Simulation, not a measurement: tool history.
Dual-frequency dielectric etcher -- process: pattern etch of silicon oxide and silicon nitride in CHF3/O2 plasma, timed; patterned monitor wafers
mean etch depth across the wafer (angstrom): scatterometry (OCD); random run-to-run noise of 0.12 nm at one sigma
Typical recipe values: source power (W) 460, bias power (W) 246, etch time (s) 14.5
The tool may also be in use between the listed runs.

run   hour  source power (W)  bias power (W)  etch time (s)  read-back reference wafer on the same gauge, depth_nm  mean etch depth across the wafer (angstrom)
  1    0.0               520             246           14.5                                                  25.10                                        227.7
  2   10.8               520             246           14.5                                                  25.13                                        228.4
  3   26.7               460             246           11.5                                                  25.06                                        173.7
  4   42.5               460             246           11.5                                                  25.02                                        175.5
  5   51.1               460             246           11.5                                                  25.12                                        175.1
  6   60.0               460             218           14.5                                                  25.08                                        207.8
  7   77.3               460             246           14.5                                                  25.14                                        221.9
  8   89.5               460             246           14.5                                                  25.13                                        222.1
  9  103.8               460             246           14.5                                                  25.09                                        221.5
     114.5  -- gauge calibrated
 10  115.4               460             246           14.5                                                  25.15                                        222.7
 11  124.9               460             246           14.5                                                  25.06                                        222.1
 12  138.3               460             246           14.5                                                  25.09                                        223.1
 13  147.1               460             246           14.5                                                  25.05                                        222.0
 14  165.1               460             213           14.5                                                  25.02                                        206.7
 15  182.8               460             246           14.5                                                  25.14                                        225.4
 16  191.0               460             246           14.5                                                  25.05                                        223.7
     216.7  -- upper electrode replaced
 17  219.1               460             246           14.5                                                  25.08                                        225.6
     238.2  -- bias power generator calibrated
     269.0  -- wet clean of the chamber
 18  269.5               350             246           14.5                                                  25.04                                        195.4
     273.6  -- source power generator calibrated
 19  277.4               510             276           14.5                                                  25.12                                        234.0
 20  286.7               460             246           14.5                                                  25.00                                        216.1
 21  302.8               370             246           14.5                                                  25.07                                        200.3
 22  310.9               530             284           11.5                                                  25.05                                        190.9
 23  317.5               460             280           14.5                                                  25.05                                        230.6
 24  331.3               460             246           14.5                                                  25.06                                        213.0
 25  348.6               420             246           14.5                                                  25.10                                        211.7
 26  364.4               460             203           18.0                                                  25.08                                        245.2

The same runs without the tool's hidden state, with the same run-to-run variation:
Unlogged tool condition in this case: etch rate over this chamber's usual, %; source power that arrives over what is set, %; bias power that arrives over what is set, %; gauge reads high (%).
run  mean etch depth across the wafer (angstrom)
  1                                        223.2
  2                                        223.6
  3                                        169.7
  4                                        171.2
  5                                        170.6
  6                                        202.2
  7                                        215.5
  8                                        215.4
  9                                        214.5
 10                                        215.4
 11                                        214.6
 12                                        215.2
 13                                        213.9
 14                                        198.7
 15                                        216.3
 16                                        214.5
 17                                        215.5
 18                                        196.3
 19                                        234.8
 20                                        216.6
 21                                        200.4
 22                                        190.7
 23                                        230.3
 24                                        212.4
 25                                        210.6
 26                                        243.5
